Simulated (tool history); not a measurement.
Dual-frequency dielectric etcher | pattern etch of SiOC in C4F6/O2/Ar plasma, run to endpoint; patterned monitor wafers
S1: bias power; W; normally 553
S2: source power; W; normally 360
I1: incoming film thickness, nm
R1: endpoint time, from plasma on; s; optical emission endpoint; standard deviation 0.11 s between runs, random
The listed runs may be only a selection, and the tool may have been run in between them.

run 1 day=0.000 | S1=553 S2=360 | I1=41.13 | R1=15.7
run 2 day=1.638 | S1=553 S2=360 | I1=41.54 | R1=15.2
run 3 day=4.150 | S1=553 S2=360 | I1=40.84 | R1=14.9
run 4 day=6.638 | S1=624 S2=360 | I1=41.24 | R1=14.6
run 5 day=9.108 | S1=624 S2=360 | I1=40.89 | R1=14.5
run 6 day=11.354 | S1=553 S2=290 | I1=41.48 | R1=16.0
run 7 day=13.242 | S1=553 S2=290 | I1=41.20 | R1=16.5
run 8 day=15.312 | S1=553 S2=360 | I1=41.04 | R1=15.5
run 9 day=15.571 | S1=553 S2=360 | I1=41.42 | R1=15.7
run 10 day=17.175 | S1=553 S2=360 | I1=40.70 | R1=15.2
run 11 day=18.671 | S1=553 S2=360 | I1=41.75 | R1=15.8
run 12 day=20.454 | S1=617 S2=280 | I1=41.14 | R1=15.1
run 13 day=20.758 | S1=485 S2=420 | I1=41.02 | R1=15.0
run 14 day=22.708 | S1=458 S2=430 | I1=41.10 | R1=15.2
run 15 day=24.196 | S1=506 S2=390 | I1=41.24 | R1=15.1
run 16 day=25.554 | S1=553 S2=420 | I1=40.95 | R1=14.3
run 17 day=26.642 | S1=553 S2=440 | I1=41.29 | R1=14.4
run 18 day=29.308 | S1=465 S2=360 | I1=40.63 | R1=15.9
run 19 day=30.471 | S1=431 S2=340 | I1=40.95 | R1=16.7
run 20 day=32.679 | S1=553 S2=360 | I1=41.26 | R1=15.2

The log once held 5 entries between its listed runs, left out of this copy. Where does each go, and what is different about the tool's unlogged condition between the listed run before it and the listed run after it?
After run 1, before run 2: wet clean of the chamber (day 0.258)
  etch rate over this chamber's usual, %: -5.58 -> -0.727
  difference, measured minus the result without the unlogged condition, R1: +0.9 -> +0.1 s
After run 7, before run 8: source power generator calibrated (day 14.042); upper electrode replaced (day 15.292)
  etch rate over this chamber's usual, %: -3.4 -> -3.88
  difference, measured minus the result without the unlogged condition, R1: +0.6 -> +0.6 s
After run 9, before run 10: bias power generator calibrated (day 16.662)
  etch rate over this chamber's usual, %: -3.94 -> -4.31
  difference, measured minus the result without the unlogged condition, R1: +0.7 -> +0.7 s
After run 11, before run 12: wet clean of the chamber (day 20.433)
  etch rate over this chamber's usual, %: -4.65 -> 0.289
  difference, measured minus the result without the unlogged condition, R1: +0.7 -> -0.1 s
